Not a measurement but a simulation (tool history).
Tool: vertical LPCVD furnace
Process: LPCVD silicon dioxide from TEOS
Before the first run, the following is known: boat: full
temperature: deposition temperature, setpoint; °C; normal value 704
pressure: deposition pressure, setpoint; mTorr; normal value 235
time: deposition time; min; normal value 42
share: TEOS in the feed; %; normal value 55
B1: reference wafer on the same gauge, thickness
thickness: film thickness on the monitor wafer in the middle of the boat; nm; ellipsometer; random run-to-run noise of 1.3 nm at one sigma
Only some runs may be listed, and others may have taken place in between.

run 1 hour=0 | temperature=698 pressure=235 time=42 share=61 | B1=239.79 | thickness=249.21
run 2 hour=55.6 | temperature=704 pressure=220 time=42 share=55 | B1=240.33 | thickness=265.2
run 3 hour=114.4 | temperature=704 pressure=220 time=42 share=55 | B1=240.37 | thickness=265.33
run 4 hour=156.8 | temperature=704 pressure=220 time=42 share=55 | B1=240.12 | thickness=266.83
run 5 hour=218.9 | temperature=704 pressure=235 time=42 share=58 | B1=239.96 | thickness=281.75
run 6 hour=283 | temperature=704 pressure=235 time=42 share=58 | B1=240.57 | thickness=281.39
run 7 hour=311.5 | temperature=704 pressure=235 time=30.5 share=55 | B1=240.16 | thickness=199.91
run 8 hour=370.1 | temperature=704 pressure=235 time=30.5 share=55 | B1=240.36 | thickness=199.19
run 9 hour=414.4 | temperature=704 pressure=235 time=42 share=55 | B1=239.91 | thickness=275.65
run 10 hour=485.9 | temperature=704 pressure=235 time=42 share=55 | B1=239.97 | thickness=274.18
-- hour=572.8 pressure gauge zeroed
run 11 hour=573.3 | temperature=704 pressure=235 time=42 share=55 | B1=240.47 | thickness=272.78
run 12 hour=615.7 | temperature=704 pressure=235 time=42 share=55 | B1=240.33 | thickness=271.94
run 13 hour=664.8 | temperature=699 pressure=280 time=27 share=45 | B1=240.08 | thickness=153.29
run 14 hour=711.1 | temperature=710 pressure=235 time=42 share=55 | B1=239.79 | thickness=310.76
-- hour=743.6 TEOS flow controller replaced
run 15 hour=752.3 | temperature=708 pressure=215 time=48.5 share=66 | B1=240.3 | thickness=357.29
run 16 hour=818.2 | temperature=697 pressure=195 time=53.5 share=55 | B1=239.98 | thickness=265.26
run 17 hour=952.8 | temperature=695 pressure=235 time=42 share=55 | B1=239.84 | thickness=220.39
run 18 hour=1003.9 | temperature=704 pressure=235 time=42 share=55 | B1=239.84 | thickness=274.28
run 19 hour=1075.9 | temperature=704 pressure=235 time=28 share=55 | B1=239.98 | thickness=181.18
run 20 hour=1126 | temperature=704 pressure=175 time=35.5 share=55 | B1=240.26 | thickness=196.93
-- hour=1189 gauge calibrated
run 21 hour=1196.7 | temperature=704 pressure=205 time=42 share=55 | B1=240.1 | thickness=251.31
-- hour=1243.5 thermocouples replaced and temperature profile calibrated
run 22 hour=1260.1 | temperature=704 pressure=235 time=42 share=55 | B1=239.87 | thickness=270.78
run 23 hour=1309.7 | temperature=704 pressure=235 time=51 share=58 | B1=239.65 | thickness=337.51
run 24 hour=1389.9 | temperature=704 pressure=235 time=42 share=55 | B1=240.25 | thickness=274.14
run 25 hour=1426 | temperature=704 pressure=235 time=54.5 share=55 | B1=239.71 | thickness=353.64
run 26 hour=1453.2 | temperature=714 pressure=185 time=57 share=45 | B1=240.08 | thickness=369.73
run 27 hour=1508.6 | temperature=714 pressure=275 time=47 share=47 | B1=239.96 | thickness=382.66

What does the tool deliver on the next run?
run 28 hour=1640.1 | temperature=704 pressure=235 time=34 share=55 | B1=? | thickness=?

Logged for run 28: B1 239.93, thickness 221.42 nm.
Were there no unlogged condition in the tool, this run, its random variation unchanged, would have produced thickness 220.85 nm.

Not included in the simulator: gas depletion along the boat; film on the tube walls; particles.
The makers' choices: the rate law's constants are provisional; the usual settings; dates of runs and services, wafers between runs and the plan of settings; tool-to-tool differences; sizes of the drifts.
